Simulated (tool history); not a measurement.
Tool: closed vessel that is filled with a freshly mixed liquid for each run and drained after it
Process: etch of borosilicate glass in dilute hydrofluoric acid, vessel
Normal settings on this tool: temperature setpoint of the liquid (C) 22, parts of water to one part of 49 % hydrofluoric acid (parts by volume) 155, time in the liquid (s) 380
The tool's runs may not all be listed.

run,day,temperature setpoint of the liquid (C),parts of water to one part of 49 % hydrofluoric acid (parts by volume),time in the liquid (s),wafers since the last listed run,hours since the thermometer was replaced,hours since the hydrofluoric acid flow meter was replaced,hours since the gauge calibration,"read-back film thickness of the borosilicate glass reference wafer, read on the same gauge (nm)",thickness taken off the borosilicate glass on a monitor wafer (angstrom)
1,0,22,180,230,0,179.1,1389.1,419.4,150,318.8
2,1.475,22,180,230,3692,214.5,1424.5,454.8,150,314.9
3,2.692,22,155,380,3045,243.7,1453.7,484,150.02,623.2
4,4.008,22,155,380,3295,275.3,1485.3,515.6,149.98,619
5,6.979,22,155,380,7436,346.6,1556.6,586.9,150,599.5
6,13.079,22,155,380,15269,493,1703,733.3,149.97,599.3
7,14.592,22,130,380,3786,529.3,1739.3,769.6,149.97,714
8,15.883,22,130,380,3233,560.3,1770.3,800.6,150,726.2
9,17.521,22,130,380,4098,599.6,1809.6,839.9,150.01,721.6
# day 18.921: thermometer replaced
10,19.608,22,115,380,5121,16.5,1859.7,890,150.02,879.6
11,21.054,22,115,380,3619,51.2,1894.4,924.7,150,876.4
12,23.133,22,95,330,5204,101.1,1944.3,974.6,149.99,956.1
# day 23.304: hydrofluoric acid flow meter replaced
13,24.933,22,95,330,4401,144.3,39.1,1017.8,150,943.5
14,27.162,22,155,380,5580,197.8,92.6,1071.3,150,610.4
15,29.392,22,155,380,5580,251.3,146.1,1124.8,149.99,622.3
16,32.321,23.5,230,380,7332,321.6,216.4,1195.1,149.98,403
17,33.817,17,190,525,3744,357.5,252.3,1231,150,530.9
18,36.129,22,205,580,5788,413,307.8,1286.5,150.01,660.7
19,37.575,17,190,525,3619,447.7,342.5,1321.2,150,530.8
20,40.508,17,100,275,7342,518.1,412.9,1391.6,150.03,567
21,42.092,26,100,300,3963,556.1,450.9,1429.6,150,906.7
22,43.212,22,190,380,2805,583,477.8,1456.5,150.01,455
23,45.317,20,155,295,5267,633.5,528.3,1507,150.01,415.1
# day 46.133: thermometer replaced
# day 47.404: gauge calibrated
24,47.579,17,225,540,5559,34.7,582.6,4.2,149.98,477
25,50.183,22,155,380,6518,97.2,645.1,66.7,150,622.3
26,51.329,22,155,380,2868,124.7,672.6,94.2,150,622.9
27,53.667,25,175,225,5851,180.8,728.7,150.3,150,349.8
28,55.788,22,125,455,5308,231.7,779.6,201.2,149.98,929.9
29,62.017,25,155,380,15592,381.2,929.1,350.7,150,677.6
30,63.358,22,115,175,3358,413.4,961.3,382.9,150,384.4

Some steps in thickness taken off the borosilicate glass on a monitor wafer (angstrom) between neighbouring runs. How much of each would the tool show without its hidden state too (settings, what came in, random variation), and how much is left for the hidden state, with any gauge scatter that isn't in both results?
Unlogged tool condition in this case: liquid colder than its thermometer reads (K); hydrofluoric acid flow below the setpoint (%); gauge reads high (%).
Run 9 -> 10: parts of water to one part of 49 % hydrofluoric acid (parts by volume) 130 -> 115, thermometer replaced. thickness taken off the borosilicate glass on a monitor wafer (angstrom) +158: hidden state +52.6, all else +105.4.
Run 20 -> 21: temperature setpoint of the liquid (C) 17 -> 26, time in the liquid (s) 275 -> 300. thickness taken off the borosilicate glass on a monitor wafer (angstrom) +339.7: hidden state -28.5, all else +368.2.
Run 21 -> 22: temperature setpoint of the liquid (C) 26 -> 22, parts of water to one part of 49 % hydrofluoric acid (parts by volume) 100 -> 190, time in the liquid (s) 300 -> 380. thickness taken off the borosilicate glass on a monitor wafer (angstrom) -451.7: hidden state +38.1, all else -489.8.
Run 23 -> 24: temperature setpoint of the liquid (C) 20 -> 17, parts of water to one part of 49 % hydrofluoric acid (parts by volume) 155 -> 225, time in the liquid (s) 295 -> 540, thermometer replaced, gauge calibrated. thickness taken off the borosilicate glass on a monitor wafer (angstrom) +61.9: hidden state +35, all else +26.9.
Run 27 -> 28: temperature setpoint of the liquid (C) 25 -> 22, parts of water to one part of 49 % hydrofluoric acid (parts by volume) 175 -> 125, time in the liquid (s) 225 -> 455. thickness taken off the borosilicate glass on a monitor wafer (angstrom) +580.1: hidden state -27.3, all else +607.4.
